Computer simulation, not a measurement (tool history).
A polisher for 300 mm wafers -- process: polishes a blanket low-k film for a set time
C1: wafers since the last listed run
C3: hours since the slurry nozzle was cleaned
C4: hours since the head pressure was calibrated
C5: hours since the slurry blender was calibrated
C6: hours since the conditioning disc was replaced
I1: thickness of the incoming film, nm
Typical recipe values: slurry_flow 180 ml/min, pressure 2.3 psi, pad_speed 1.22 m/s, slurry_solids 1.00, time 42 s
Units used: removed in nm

run 1 day=0.000 | slurry_flow=180 pressure=2.3 pad_speed=1.22 slurry_solids=1.00 time=34 | C1=0 wafers_polished_on_this_pad=1771 C3=418.0 C4=335.4 C5=327.8 C6=368.7 | I1=607.4 | removed=16.1
-- day=0.662 slurry nozzle cleaned
run 2 day=2.200 | slurry_flow=180 pressure=2.3 pad_speed=1.22 slurry_solids=1.25 time=42 | C1=578 wafers_polished_on_this_pad=2350 C3=36.9 C4=388.2 C5=380.6 C6=421.5 | I1=604.8 | removed=20.3
-- day=2.862 slurry blender recalibrated
-- day=2.938 conditioning disc replaced and pad reconditioned
run 3 day=5.942 | slurry_flow=180 pressure=2.3 pad_speed=1.22 slurry_solids=1.25 time=42 | C1=960 wafers_polished_on_this_pad=3310 C3=126.7 C4=478.0 C5=73.9 C6=72.1 | I1=604.6 | removed=19.3
-- day=10.104 worn pad replaced by a new one
run 4 day=10.321 | slurry_flow=180 pressure=1.8 pad_speed=1.22 slurry_solids=1.00 time=42 | C1=1130 wafers_polished_on_this_pad=57 C3=231.8 C4=583.1 C5=179.0 C6=177.2 | I1=599.7 | removed=15.7
run 5 day=13.867 | slurry_flow=180 pressure=1.8 pad_speed=1.22 slurry_solids=1.00 time=42 | C1=951 wafers_polished_on_this_pad=1009 C3=316.9 C4=668.2 C5=264.1 C6=262.3 | I1=591.9 | removed=16.1
run 6 day=16.096 | slurry_flow=180 pressure=2.3 pad_speed=1.22 slurry_solids=1.00 time=37 | C1=597 wafers_polished_on_this_pad=1607 C3=370.4 C4=721.7 C5=317.6 C6=315.8 | I1=597.7 | removed=17.2
run 7 day=17.754 | slurry_flow=180 pressure=2.3 pad_speed=1.22 slurry_solids=1.00 time=37 | C1=444 wafers_polished_on_this_pad=2051 C3=410.2 C4=761.5 C5=357.4 C6=355.6 | I1=600.6 | removed=17.0
-- day=20.846 slurry blender recalibrated
-- day=20.983 conditioning disc replaced and pad reconditioned
-- day=21.521 slurry nozzle cleaned
run 8 day=22.246 | slurry_flow=180 pressure=2.3 pad_speed=1.22 slurry_solids=1.00 time=37 | C1=1149 wafers_polished_on_this_pad=3201 C3=17.4 C4=869.3 C5=33.6 C6=30.3 | I1=605.5 | removed=16.3
-- day=24.283 worn pad replaced by a new one
run 9 day=28.642 | slurry_flow=180 pressure=2.3 pad_speed=1.22 slurry_solids=1.00 time=42 | C1=1670 wafers_polished_on_this_pad=1168 C3=170.9 C4=1022.8 C5=187.1 C6=183.8 | I1=589.5 | removed=19.4
run 10 day=30.954 | slurry_flow=180 pressure=2.3 pad_speed=1.22 slurry_solids=1.00 time=42 | C1=620 wafers_polished_on_this_pad=1789 C3=226.4 C4=1078.3 C5=242.6 C6=239.3 | I1=600.9 | removed=20.0
run 11 day=33.396 | slurry_flow=130 pressure=2.3 pad_speed=1.22 slurry_solids=1.00 time=42 | C1=654 wafers_polished_on_this_pad=2444 C3=285.0 C4=1136.9 C5=301.2 C6=297.9 | I1=612.6 | removed=18.7
-- day=35.188 slurry blender recalibrated
run 12 day=35.208 | slurry_flow=180 pressure=2.3 pad_speed=0.94 slurry_solids=1.00 time=42 | C1=463 wafers_polished_on_this_pad=2907 C3=328.5 C4=1180.4 C5=0.5 C6=341.4 | I1=591.3 | removed=15.3
run 13 day=37.200 | slurry_flow=180 pressure=2.3 pad_speed=1.22 slurry_solids=1.00 time=42 | C1=534 wafers_polished_on_this_pad=3442 C3=376.3 C4=1228.2 C5=48.3 C6=389.2 | I1=600.5 | removed=18.6
-- day=37.958 conditioning disc replaced and pad reconditioned
-- day=38.908 head pressure recalibrated
-- day=40.417 slurry nozzle cleaned
run 14 day=40.450 | slurry_flow=225 pressure=2.3 pad_speed=0.84 slurry_solids=1.00 time=28 | C1=815 wafers_polished_on_this_pad=4258 C3=0.8 C4=37.0 C5=126.3 C6=59.8 | I1=597.9 | removed=8.8
-- day=40.854 worn pad replaced by a new one
run 15 day=43.733 | slurry_flow=180 pressure=1.6 pad_speed=1.22 slurry_solids=0.70 time=42 | C1=836 wafers_polished_on_this_pad=772 C3=79.6 C4=115.8 C5=205.1 C6=138.6 | I1=605.4 | removed=13.3
run 16 day=47.079 | slurry_flow=230 pressure=2.8 pad_speed=1.06 slurry_solids=1.15 time=42 | C1=897 wafers_polished_on_this_pad=1670 C3=159.9 C4=196.1 C5=285.4 C6=218.9 | I1=598.1 | removed=22.6
run 17 day=49.900 | slurry_flow=140 pressure=2.0 pad_speed=1.22 slurry_solids=1.00 time=29 | C1=756 wafers_polished_on_this_pad=2427 C3=227.6 C4=263.8 C5=353.1 C6=286.6 | I1=594.0 | removed=11.2
-- day=50.175 slurry blender recalibrated
run 18 day=52.746 | slurry_flow=180 pressure=2.7 pad_speed=1.22 slurry_solids=1.00 time=48 | C1=741 wafers_polished_on_this_pad=3168 C3=295.9 C4=332.1 C5=61.7 C6=354.9 | I1=603.3 | removed=25.0
-- day=56.692 conditioning disc replaced and pad reconditioned
-- day=56.850 worn pad replaced by a new one
run 19 day=56.954 | slurry_flow=155 pressure=2.3 pad_speed=1.22 slurry_solids=0.90 time=42 | C1=1064 wafers_polished_on_this_pad=28 C3=396.9 C4=433.1 C5=162.7 C6=6.3 | I1=608.3 | removed=19.8
run 20 day=59.908 | slurry_flow=180 pressure=2.3 pad_speed=1.22 slurry_solids=1.00 time=42 | C1=792 wafers_polished_on_this_pad=820 C3=467.8 C4=504.0 C5=233.6 C6=77.2 | I1=601.1 | removed=20.3
-- day=60.417 slurry nozzle cleaned
run 21 day=62.212 | slurry_flow=220 pressure=2.3 pad_speed=1.22 slurry_solids=1.00 time=48 | C1=606 wafers_polished_on_this_pad=1427 C3=43.1 C4=559.3 C5=288.9 C6=132.5 | I1=593.7 | removed=22.8
run 22 day=64.221 | slurry_flow=125 pressure=2.3 pad_speed=1.22 slurry_solids=1.00 time=42 | C1=538 wafers_polished_on_this_pad=1966 C3=91.3 C4=607.5 C5=337.1 C6=180.7 | I1=595.9 | removed=19.2
-- day=66.075 slurry blender recalibrated
run 23 day=68.071 | slurry_flow=180 pressure=2.3 pad_speed=1.22 slurry_solids=1.00 time=42 | C1=1010 wafers_polished_on_this_pad=2976 C3=183.7 C4=699.9 C5=47.9 C6=273.1 | I1=597.4 | removed=18.5
-- day=71.775 worn pad replaced by a new one
run 24 day=72.046 | slurry_flow=210 pressure=2.7 pad_speed=0.80 slurry_solids=1.00 time=46 | C1=1021 wafers_polished_on_this_pad=73 C3=279.1 C4=795.3 C5=143.3 C6=368.5 | I1=597.1 | removed=19.0
-- day=74.858 conditioning disc replaced and pad reconditioned
run 25 day=75.308 | slurry_flow=180 pressure=2.3 pad_speed=1.46 slurry_solids=1.00 time=42 | C1=852 wafers_polished_on_this_pad=925 C3=357.4 C4=873.6 C5=221.6 C6=10.8 | I1=604.3 | removed=23.6
run 26 day=78.946 | slurry_flow=125 pressure=2.3 pad_speed=1.22 slurry_solids=1.25 time=47 | C1=975 wafers_polished_on_this_pad=1901 C3=444.7 C4=960.9 C5=308.9 C6=98.1 | I1=591.5 | removed=22.4

The same runs without the tool's hidden state, with the same run-to-run variation:
The hidden state here: removal rate lost through wear of the pad, %; slurry flow missing at the pad, %; deviation of the head's pressure from its setpoint, %; abrasive missing from the slurry, %; time polished since the conditioner stopped cutting, s.
run=1 removed=16.7
run=2 removed=21.5
run=3 removed=21.4
run=4 removed=15.8
run=5 removed=16.4
run=6 removed=17.7
run=7 removed=17.7
run=8 removed=17.8
run=9 removed=19.7
run=10 removed=20.7
run=11 removed=19.7
run=12 removed=16.5
run=13 removed=20.5
run=14 removed=10.3
run=15 removed=13.5
run=16 removed=23.4
run=17 removed=11.9
run=18 removed=27.3
run=19 removed=19.8
run=20 removed=20.4
run=21 removed=23.2
run=22 removed=19.8
run=23 removed=19.8
run=24 removed=19.1
run=25 removed=23.8
run=26 removed=23.2

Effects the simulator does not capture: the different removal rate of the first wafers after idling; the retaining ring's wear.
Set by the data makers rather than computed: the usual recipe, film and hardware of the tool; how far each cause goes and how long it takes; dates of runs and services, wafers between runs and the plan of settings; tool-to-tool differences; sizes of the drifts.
